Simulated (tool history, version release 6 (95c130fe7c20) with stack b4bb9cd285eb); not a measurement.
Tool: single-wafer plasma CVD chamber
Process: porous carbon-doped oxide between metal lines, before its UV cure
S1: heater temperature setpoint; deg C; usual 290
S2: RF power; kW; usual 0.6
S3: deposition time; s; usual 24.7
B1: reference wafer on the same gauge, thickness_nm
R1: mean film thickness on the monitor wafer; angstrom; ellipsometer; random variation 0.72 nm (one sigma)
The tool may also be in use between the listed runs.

{"run": 1, "hour": 0.0, "S1": 290, "S2": 0.6, "S3": 24.7, "B1": 138.996, "R1": 1363.59}
{"run": 2, "hour": 27.3, "S1": 290, "S2": 0.6, "S3": 24.7, "B1": 139.037, "R1": 1370.16}
{"run": 3, "hour": 86.3, "S1": 290, "S2": 0.6, "S3": 24.7, "B1": 139.136, "R1": 1370.55}
{"run": 4, "hour": 134.9, "S1": 290, "S2": 0.655, "S3": 24.7, "B1": 138.946, "R1": 1453.97}
{"run": 5, "hour": 188.3, "S1": 290, "S2": 0.655, "S3": 24.7, "B1": 139.079, "R1": 1436.26}
{"run": 6, "hour": 251.6, "S1": 283, "S2": 0.6, "S3": 24.7, "B1": 138.918, "R1": 1401.42}
{"run": 7, "hour": 303.6, "S1": 290, "S2": 0.6, "S3": 24.7, "B1": 139.02, "R1": 1348.04}
{"run": 8, "hour": 373.1, "S1": 290, "S2": 0.6, "S3": 24.7, "B1": 138.892, "R1": 1351.14}
{"run": 9, "hour": 413.3, "S1": 290, "S2": 0.6, "S3": 24.7, "B1": 138.708, "R1": 1366.33}
{"hour": 458.2, "done": "gauge calibrated"}
{"run": 10, "hour": 475.9, "S1": 282, "S2": 0.6, "S3": 22, "B1": 138.956, "R1": 1268.63}
{"run": 11, "hour": 541.6, "S1": 290, "S2": 0.51, "S3": 24.7, "B1": 139.006, "R1": 1219.71}
{"hour": 576.8, "done": "thermocouple changed; heater temperature recalibrated"}
{"hour": 586.1, "done": "showerhead replaced"}
{"run": 12, "hour": 589.9, "S1": 290, "S2": 0.6, "S3": 24.7, "B1": 139.092, "R1": 1356.53}
{"hour": 645.6, "done": "RF generator calibrated"}
{"run": 13, "hour": 652.0, "S1": 290, "S2": 0.6, "S3": 24.7, "B1": 138.838, "R1": 1441.03}
{"run": 14, "hour": 718.6, "S1": 290, "S2": 0.545, "S3": 24.7, "B1": 139.03, "R1": 1352.22}
{"run": 15, "hour": 763.2, "S1": 286, "S2": 0.6, "S3": 19.8, "B1": 139.12, "R1": 1189.71}
{"run": 16, "hour": 812.3, "S1": 290, "S2": 0.685, "S3": 20.1, "B1": 138.946, "R1": 1281.39}
{"run": 17, "hour": 863.2, "S1": 290, "S2": 0.6, "S3": 24.7, "B1": 139.04, "R1": 1418.22}
{"run": 18, "hour": 906.0, "S1": 290, "S2": 0.54, "S3": 20, "B1": 138.86, "R1": 1065.58}
{"run": 19, "hour": 934.5, "S1": 283, "S2": 0.6, "S3": 21.4, "B1": 139.114, "R1": 1279.07}
{"run": 20, "hour": 958.8, "S1": 290, "S2": 0.6, "S3": 24.7, "B1": 139.005, "R1": 1414.99}
{"run": 21, "hour": 1026.5, "S1": 295, "S2": 0.6, "S3": 29.1, "B1": 139.063, "R1": 1608.31}
{"run": 22, "hour": 1058.9, "S1": 286, "S2": 0.6, "S3": 19.8, "B1": 139.001, "R1": 1159.2}
{"run": 23, "hour": 1106.3, "S1": 290, "S2": 0.7, "S3": 24.7, "B1": 138.945, "R1": 1540.93}
{"run": 24, "hour": 1141.9, "S1": 302, "S2": 0.695, "S3": 26.7, "B1": 139.209, "R1": 1572.58}
{"run": 25, "hour": 1183.9, "S1": 290, "S2": 0.6, "S3": 20.2, "B1": 139.238, "R1": 1144.67}

Run 26 comes next. What will it give?
{"hour": 1220.2, "done": "gauge calibrated"}
{"run": 26, "hour": 1251.9, "S1": 290, "S2": 0.6, "S3": 24.7, "B1": "?", "R1": "?"}

B1: 138.912
R1: 1396.73 angstrom
Without the tool's hidden state the same run would have given R1 1460.07 angstrom.

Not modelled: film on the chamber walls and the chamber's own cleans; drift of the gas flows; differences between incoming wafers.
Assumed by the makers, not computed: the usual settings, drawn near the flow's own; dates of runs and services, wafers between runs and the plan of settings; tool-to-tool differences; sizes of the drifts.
